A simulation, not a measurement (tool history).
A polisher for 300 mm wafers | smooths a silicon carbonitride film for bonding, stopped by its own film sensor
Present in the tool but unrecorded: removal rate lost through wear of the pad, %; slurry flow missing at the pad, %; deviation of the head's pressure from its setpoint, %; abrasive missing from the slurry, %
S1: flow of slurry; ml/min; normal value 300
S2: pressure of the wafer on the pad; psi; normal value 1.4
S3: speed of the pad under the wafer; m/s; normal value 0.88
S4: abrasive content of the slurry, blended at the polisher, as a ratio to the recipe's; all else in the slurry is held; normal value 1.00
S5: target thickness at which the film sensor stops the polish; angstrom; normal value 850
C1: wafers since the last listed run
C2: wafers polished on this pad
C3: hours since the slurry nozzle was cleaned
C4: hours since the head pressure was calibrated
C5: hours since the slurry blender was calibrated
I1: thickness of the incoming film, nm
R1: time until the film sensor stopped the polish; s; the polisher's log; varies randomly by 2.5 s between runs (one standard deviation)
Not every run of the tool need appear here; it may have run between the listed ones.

Run 1, hour 0.0: usual settings; C1 0; C2 1656; C3 92.8; C4 502.0; C5 400.7; I1 100.5. Result: R1 154.9 s.
Run 2, hour 46.7: usual settings; C1 349; C2 2005; C3 139.5; C4 548.7; C5 447.4; I1 99.5. Result: R1 162.5 s.
At hour 58.0: slurry blender recalibrated.
Run 3, hour 79.4: usual settings but S3 1.12 m/s, S4 1.20; C1 229; C2 2235; C3 172.2; C4 581.4; C5 21.4; I1 100.8. Result: R1 105.6 s.
Run 4, hour 138.9: usual settings but S3 1.12 m/s, S4 1.20; C1 445; C2 2680; C3 231.7; C4 640.9; C5 80.9; I1 101.0. Result: R1 108.1 s.
Run 5, hour 180.1: usual settings but S3 1.12 m/s, S4 1.20; C1 308; C2 2988; C3 272.9; C4 682.1; C5 122.1; I1 100.6. Result: R1 103.1 s.
Run 6, hour 240.5: usual settings but S2 1.1 psi; C1 451; C2 3440; C3 333.3; C4 742.5; C5 182.5; I1 99.0. Result: R1 158.6 s.
At hour 246.1: worn pad replaced by a new one.
Run 7, hour 293.6: usual settings but S5 880 angstrom; C1 367; C2 355; C3 386.4; C4 795.6; C5 235.6; I1 99.5. Result: R1 103.1 s.
Run 8, hour 327.7: usual settings but S5 880 angstrom; C1 255; C2 610; C3 420.5; C4 829.7; C5 269.7; I1 99.7. Result: R1 107.0 s.
Run 9, hour 399.5: usual settings but S3 0.68 m/s; C1 537; C2 1147; C3 492.3; C4 901.5; C5 341.5; I1 100.7. Result: R1 183.4 s.
At hour 425.9: slurry nozzle cleaned.
At hour 452.2: slurry blender recalibrated.
Run 10, hour 588.9: usual settings but S3 0.68 m/s; C1 1394; C2 2541; C3 163.0; C4 1090.9; C5 136.7; I1 100.3. Result: R1 144.8 s.
At hour 622.6: head pressure recalibrated.
Run 11, hour 647.4: usual settings but S3 0.68 m/s; C1 422; C2 2964; C3 221.5; C4 24.8; C5 195.2; I1 99.1. Result: R1 134.8 s.
At hour 694.0: worn pad replaced by a new one.
Run 12, hour 703.2: usual settings; C1 387; C2 68; C3 277.3; C4 80.6; C5 251.0; I1 100.5. Result: R1 138.6 s.
Run 13, hour 757.7: usual settings but S1 365 ml/min; C1 407; C2 476; C3 331.8; C4 135.1; C5 305.5; I1 98.6. Result: R1 118.5 s.
Run 14, hour 790.3: usual settings but S2 1.2 psi, S3 0.64 m/s; C1 243; C2 720; C3 364.4; C4 167.7; C5 338.1; I1 100.0. Result: R1 199.5 s.
Run 15, hour 814.7: usual settings; C1 182; C2 902; C3 388.8; C4 192.1; C5 362.5; I1 100.2. Result: R1 149.8 s.
At hour 817.6: slurry blender recalibrated.
Run 16, hour 867.2: usual settings; C1 377; C2 1280; C3 441.3; C4 244.6; C5 49.6; I1 100.7. Result: R1 135.1 s.
At hour 883.2: slurry nozzle cleaned.
Run 17, hour 909.6: usual settings but S2 1.8 psi, S5 890 angstrom; C1 309; C2 1590; C3 26.4; C4 287.0; C5 92.0; I1 99.4. Result: R1 66.8 s.
Run 18, hour 934.9: usual settings but S3 0.64 m/s, S4 0.90; C1 189; C2 1779; C3 51.7; C4 312.3; C5 117.3; I1 101.5. Result: R1 175.2 s.
Run 19, hour 999.7: usual settings; C1 484; C2 2264; C3 116.5; C4 377.1; C5 182.1; I1 99.8. Result: R1 127.5 s.
Run 20, hour 1027.3: usual settings but S4 1.15; C1 206; C2 2470; C3 144.1; C4 404.7; C5 209.7; I1 99.6. Result: R1 115.7 s.
Run 21, hour 1066.2: usual settings but S1 350 ml/min, S2 1.8 psi, S4 0.90; C1 291; C2 2762; C3 183.0; C4 443.6; C5 248.6; I1 98.7. Result: R1 97.8 s.
At hour 1094.4: worn pad replaced by a new one.
Run 22, hour 1137.0: usual settings; C1 499; C2 319; C3 253.8; C4 514.4; C5 319.4; I1 98.8. Result: R1 129.0 s.
At hour 1200.7: slurry blender recalibrated.
Run 23, hour 1201.2: usual settings; C1 465; C2 784; C3 318.0; C4 578.6; C5 0.5; I1 99.4. Result: R1 117.3 s.
Run 24, hour 1246.5: usual settings but S1 265 ml/min, S4 1.25, S5 880 angstrom; C1 338; C2 1123; C3 363.3; C4 623.9; C5 45.8; I1 100.3. Result: R1 93.5 s.
Run 25, hour 1292.5: usual settings but S2 1.0 psi, S3 0.70 m/s; C1 344; C2 1467; C3 409.3; C4 669.9; C5 91.8; I1 100.2. Result: R1 206.2 s.
Run 26, hour 1338.1: usual settings but S2 1.2 psi; C1 341; C2 1808; C3 454.9; C4 715.5; C5 137.4; I1 99.3. Result: R1 144.5 s.
Run 27, hour 1382.8: usual settings; C1 334; C2 2143; C3 499.6; C4 760.2; C5 182.1; I1 100.9. Result: R1 130.0 s.
At hour 1426.4: slurry nozzle cleaned.
Run 28, hour 1488.4: usual settings but S3 0.70 m/s, S4 1.30, S5 870 angstrom; C1 782; C2 2925; C3 62.0; C4 865.8; C5 287.7; I1 100.9. Result: R1 124.2 s.
At hour 1520.5: worn pad replaced by a new one.
Run 29, hour 1539.8: usual settings but S1 200 ml/min, S2 1.1 psi; C1 354; C2 144; C3 113.4; C4 917.2; C5 339.1; I1 101.2. Result: R1 204.3 s.
Run 30, hour 1593.8: usual settings but S3 1.08 m/s, S4 1.25; C1 403; C2 548; C3 167.4; C4 971.2; C5 393.1; I1 99.9. Result: R1 115.8 s.
Run 31, hour 1644.7: usual settings; C1 380; C2 929; C3 218.3; C4 1022.1; C5 444.0; I1 101.3. Result: R1 176.2 s.

Results per run with the tool's hidden condition removed, run-to-run variation unchanged:
run     R1
  1  123.8
  2  120.2
  3  103.8
  4  105.7
  5  100.0
  6  150.3
  7   95.2
  8   96.7
  9  156.0
 10  141.6
 11  129.2
 12  129.2
 13  106.5
 14  174.2
 15  127.5
 16  133.6
 17   65.7
 18  171.2
 19  122.3
 20  110.1
 21   90.4
 22  113.8
 23  116.7
 24   93.0
 25  203.5
 26  141.2
 27  125.2
 28  114.4
 29  178.0
 30   97.0
 31  133.5

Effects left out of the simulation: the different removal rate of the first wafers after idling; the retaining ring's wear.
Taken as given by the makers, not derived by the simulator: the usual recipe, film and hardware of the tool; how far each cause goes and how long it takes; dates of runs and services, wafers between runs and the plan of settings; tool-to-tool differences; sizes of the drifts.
